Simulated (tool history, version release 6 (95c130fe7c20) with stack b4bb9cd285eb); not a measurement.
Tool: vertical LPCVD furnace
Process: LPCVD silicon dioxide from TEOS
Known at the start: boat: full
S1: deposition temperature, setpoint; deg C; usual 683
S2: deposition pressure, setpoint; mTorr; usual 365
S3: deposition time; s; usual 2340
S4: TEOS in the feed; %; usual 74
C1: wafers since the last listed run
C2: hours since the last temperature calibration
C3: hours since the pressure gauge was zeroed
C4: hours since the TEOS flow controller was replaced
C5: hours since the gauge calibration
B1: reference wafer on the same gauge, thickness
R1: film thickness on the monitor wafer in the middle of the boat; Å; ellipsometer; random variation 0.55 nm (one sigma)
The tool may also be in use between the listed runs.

run,hour,S1,S2,S3,S4,C1,C2,C3,C4,C5,B1,R1
1,0,683,365,1740,74,0,3388.1,3336.2,5185.2,575.6,207.76,1442.4
2,58.1,683,365,1740,74,952,3446.2,3394.3,5243.3,633.7,207.94,1447.1
3,83.5,683,365,2340,74,416,3471.6,3419.7,5268.7,659.1,208.04,1942.4
4,145.7,683,365,2340,74,1019,3533.8,3481.9,5330.9,721.3,208.13,1957.4
5,177.7,683,365,2340,74,524,3565.8,3513.9,5362.9,753.3,208.17,1942.5
6,232.6,683,365,2340,74,900,3620.7,3568.8,5417.8,808.2,207.9,1954.5
7,289.4,683,365,2340,74,931,3677.5,3625.6,5474.6,865,207.91,1957.1
# hour 307.5: gauge calibrated
8,320.7,683,295,2340,74,513,3708.8,3656.9,5505.9,13.2,207.57,1779.1
9,385.6,683,295,2340,74,1064,3773.7,3721.8,5570.8,78.1,208.07,1769.4
10,423.6,683,295,2340,74,623,3811.7,3759.8,5608.8,116.1,208.13,1777.7
# hour 455.5: TEOS flow controller replaced
# hour 470.7: thermocouples replaced and temperature profile calibrated
11,471.2,683,410,2580,69,138,0.5,3807.4,15.7,163.7,208.4,2062.6
12,519.3,691,365,2340,81,788,48.6,3855.5,63.8,211.8,207.92,2332.7
13,553,683,440,2340,74,552,82.3,3889.2,97.5,245.5,207.89,2016.2
14,593.6,683,275,2340,70,665,122.9,3929.8,138.1,286.1,208.02,1546.2
15,647.8,687,305,2340,63,888,177.1,3984,192.3,340.3,207.84,1699.7
16,681.3,683,405,3150,86,549,210.6,4017.5,225.8,373.8,208.22,2807.1
# hour 737: pressure gauge zeroed
17,737.5,683,295,2340,74,527,266.8,0.5,282,430,207.76,1654.1
18,798,683,365,2340,74,992,327.3,61,342.5,490.5,207.95,1831.8
19,831.9,688,390,2880,67,555,361.2,94.9,376.4,524.4,207.98,2508.2
20,864.2,678,365,2340,74,529,393.5,127.2,408.7,556.7,208.12,1618.5
21,923,693,365,2940,65,964,452.3,186,467.5,615.5,208.13,2747.2

Forecast each of these 5 alternatives for the next run:
A,927.7,683,425,2340,74,77,457,190.7,472.2,620.2,?,?
B,927.7,683,325,2340,74,77,457,190.7,472.2,620.2,?,?
C,927.7,677,365,2340,80,77,457,190.7,472.2,620.2,?,?
D,927.7,691,280,1530,74,77,457,190.7,472.2,620.2,?,?
E,927.7,683,365,2340,88,77,457,190.7,472.2,620.2,?,?

run,B1,R1
A,208.28,1971.6
B,208.28,1724.1
C,208.28,1642.5
D,208.28,1266.8
E,208.28,1992.5
Without the tool's hidden state the same runs would have given:
run,R1
A,1966.1
B,1719.3
C,1637.9
D,1263.3
E,1986.9
